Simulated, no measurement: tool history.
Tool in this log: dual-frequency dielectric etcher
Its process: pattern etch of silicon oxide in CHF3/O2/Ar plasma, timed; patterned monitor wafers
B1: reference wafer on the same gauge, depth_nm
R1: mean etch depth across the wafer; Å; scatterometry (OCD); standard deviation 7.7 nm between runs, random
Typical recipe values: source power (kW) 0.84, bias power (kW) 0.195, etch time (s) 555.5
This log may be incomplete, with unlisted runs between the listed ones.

Run 1, hour 0: usual settings; B1 1199.1. Result: R1 13155 Å.
At hour 24.5: gauge calibrated.
Run 2, hour 51.8: usual settings; B1 1199. Result: R1 13174 Å.
Run 3, hour 105.3: usual settings; B1 1196.9. Result: R1 13370 Å.
At hour 134.4: bias power generator calibrated.
At hour 143.1: wet clean of the chamber, repeated, since the last time left the tool worse.
At hour 171.2: source power generator calibrated.
Run 4, hour 176.1: usual settings; B1 1196.4. Result: R1 12378 Å.
Run 5, hour 241.1: usual settings; B1 1198.3. Result: R1 12417 Å.
Run 6, hour 273.7: usual settings but bias power (kW) 0.176, etch time (s) 660.5; B1 1200.6. Result: R1 14306 Å.
Run 7, hour 332.2: usual settings; B1 1201.9. Result: R1 12501 Å.
Run 8, hour 399.6: usual settings; B1 1201.7. Result: R1 12602 Å.
Run 9, hour 469.4: usual settings but etch time (s) 414; B1 1198.6. Result: R1 9425 Å.
Run 10, hour 499.7: usual settings but bias power (kW) 0.215; B1 1201.3. Result: R1 12985 Å.
Run 11, hour 558.5: usual settings but source power (kW) 0.77, bias power (kW) 0.217, etch time (s) 428; B1 1196.5. Result: R1 9512 Å.
Run 12, hour 584.8: usual settings but source power (kW) 0.66, bias power (kW) 0.227, etch time (s) 408.5; B1 1202.1. Result: R1 8387 Å.
Run 13, hour 654.7: usual settings; B1 1200.5. Result: R1 12668 Å.
At hour 689.3: wet clean of the chamber.
Run 14, hour 725.6: usual settings but bias power (kW) 0.159; B1 1200.3. Result: R1 11752 Å.
Run 15, hour 763.5: usual settings but source power (kW) 1.03, bias power (kW) 0.179, etch time (s) 511; B1 1201.3. Result: R1 12504 Å.
At hour 809.6: upper electrode replaced.
Run 16, hour 812.5: usual settings but bias power (kW) 0.241, etch time (s) 685; B1 1200.4. Result: R1 16204 Å.
Run 17, hour 853.9: usual settings but source power (kW) 0.73, bias power (kW) 0.152, etch time (s) 494; B1 1200.6. Result: R1 9493 Å.
Run 18, hour 880.4: usual settings but bias power (kW) 0.241, etch time (s) 685; B1 1197.1. Result: R1 16381 Å.
Run 19, hour 944.7: usual settings; B1 1196.8. Result: R1 12659 Å.
Run 20, hour 1105.1: usual settings but source power (kW) 0.99, bias power (kW) 0.178, etch time (s) 671; B1 1201.8. Result: R1 16339 Å.
At hour 1186: wet clean of the chamber.
Run 21, hour 1186.5: usual settings; B1 1201.4. Result: R1 12424 Å.
Run 22, hour 1220.1: usual settings; B1 1202.1. Result: R1 12294 Å.
Run 23, hour 1250.2: usual settings but source power (kW) 0.72, bias power (kW) 0.225; B1 1202.5. Result: R1 11711 Å.
Run 24, hour 1285.3: usual settings but source power (kW) 0.67, bias power (kW) 0.176, etch time (s) 611.5; B1 1198.5. Result: R1 11558 Å.
Run 25, hour 1318.9: usual settings but bias power (kW) 0.157; B1 1197.7. Result: R1 11729 Å.
Run 26, hour 1385.3: usual settings; B1 1195.3. Result: R1 12582 Å.
Run 27, hour 1446.3: usual settings but bias power (kW) 0.166, etch time (s) 701; B1 1199.2. Result: R1 15144 Å.
Run 28, hour 1508.2: usual settings but source power (kW) 0.99, bias power (kW) 0.163, etch time (s) 662.5; B1 1200.6. Result: R1 15757 Å.

Forecast each of these 5 alternatives for the next run:
Run A, hour 1508.8: usual settings; B1 ?. Result: R1 ?.
Run B, hour 1508.8: usual settings but bias power (kW) 0.171; B1 ?. Result: R1 ?.
Run C, hour 1508.8: usual settings but bias power (kW) 0.147, etch time (s) 603; B1 ?. Result: R1 ?.
Run D, hour 1508.8: usual settings but source power (kW) 1.04, bias power (kW) 0.234, etch time (s) 394; B1 ?. Result: R1 ?.
Run E, hour 1508.8: usual settings but source power (kW) 0.97, bias power (kW) 0.236, etch time (s) 650.5; B1 ?. Result: R1 ?.

run      B1     R1
  A  1200.8  12615
  B  1200.8  12159
  C  1200.8  12675
  D  1200.8  10636
  E  1200.8  16954
Had the tool no hidden state, the same runs would have come out as:
run     R1
  A  12405
  B  11956
  C  12464
  D  10459
  E  16672
